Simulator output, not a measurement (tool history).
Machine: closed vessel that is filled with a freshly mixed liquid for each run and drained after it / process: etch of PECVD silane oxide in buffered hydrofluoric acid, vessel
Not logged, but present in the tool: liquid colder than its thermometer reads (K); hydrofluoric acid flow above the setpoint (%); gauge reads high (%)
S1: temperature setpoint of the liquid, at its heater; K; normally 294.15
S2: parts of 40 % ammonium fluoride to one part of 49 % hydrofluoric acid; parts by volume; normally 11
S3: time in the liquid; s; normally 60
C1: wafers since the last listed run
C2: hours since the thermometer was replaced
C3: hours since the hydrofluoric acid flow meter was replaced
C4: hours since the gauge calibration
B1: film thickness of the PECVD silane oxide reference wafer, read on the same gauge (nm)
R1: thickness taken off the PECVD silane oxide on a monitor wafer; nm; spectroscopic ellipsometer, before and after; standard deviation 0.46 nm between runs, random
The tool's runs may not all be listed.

run	hour	S1	S2	S3	C1	C2	C3	C4	B1	R1
1	0.0	294.15	11	60	0	1757.0	13.8	457.5	49.99	134.74
2	88.0	294.15	11	60	6129	1845.0	101.8	545.5	50.02	134.13
3	174.7	294.15	11	60	6039	1931.7	188.5	632.2	50.02	133.99
4	255.4	294.15	11	60	5621	2012.4	269.2	712.9	50.01	133.21
5	307.3	294.15	11	60	3615	2064.3	321.1	764.8	50.00	133.71
6	375.2	297.15	11	60	4729	2132.2	389.0	832.7	49.99	157.72
7	436.5	297.15	11	60	4270	2193.5	450.3	894.0	49.98	157.47
8	514.3	294.15	11	60	5419	2271.3	528.1	971.8	49.99	133.52
9	585.5	294.15	11	60	4959	2342.5	599.3	1043.0	49.99	132.78
10	653.3	290.65	11	80	4722	2410.3	667.1	1110.8	49.99	145.37
11	693.6	294.15	11	60	2807	2450.6	707.4	1151.1	49.99	133.39
# hour 699.8: gauge calibrated
12	742.3	294.15	11	60	3392	2499.3	756.1	42.5	50.00	132.83
13	826.0	294.15	11	60	5830	2583.0	839.8	126.2	49.99	133.42

Predict the results of run 14:
14	908.9	294.15	11	60	5774	2665.9	922.7	209.1	?	?

B1: 50.01
R1: 132.21 nm
Minus the tool's unlogged condition, the same run would have read R1 140.11 nm.

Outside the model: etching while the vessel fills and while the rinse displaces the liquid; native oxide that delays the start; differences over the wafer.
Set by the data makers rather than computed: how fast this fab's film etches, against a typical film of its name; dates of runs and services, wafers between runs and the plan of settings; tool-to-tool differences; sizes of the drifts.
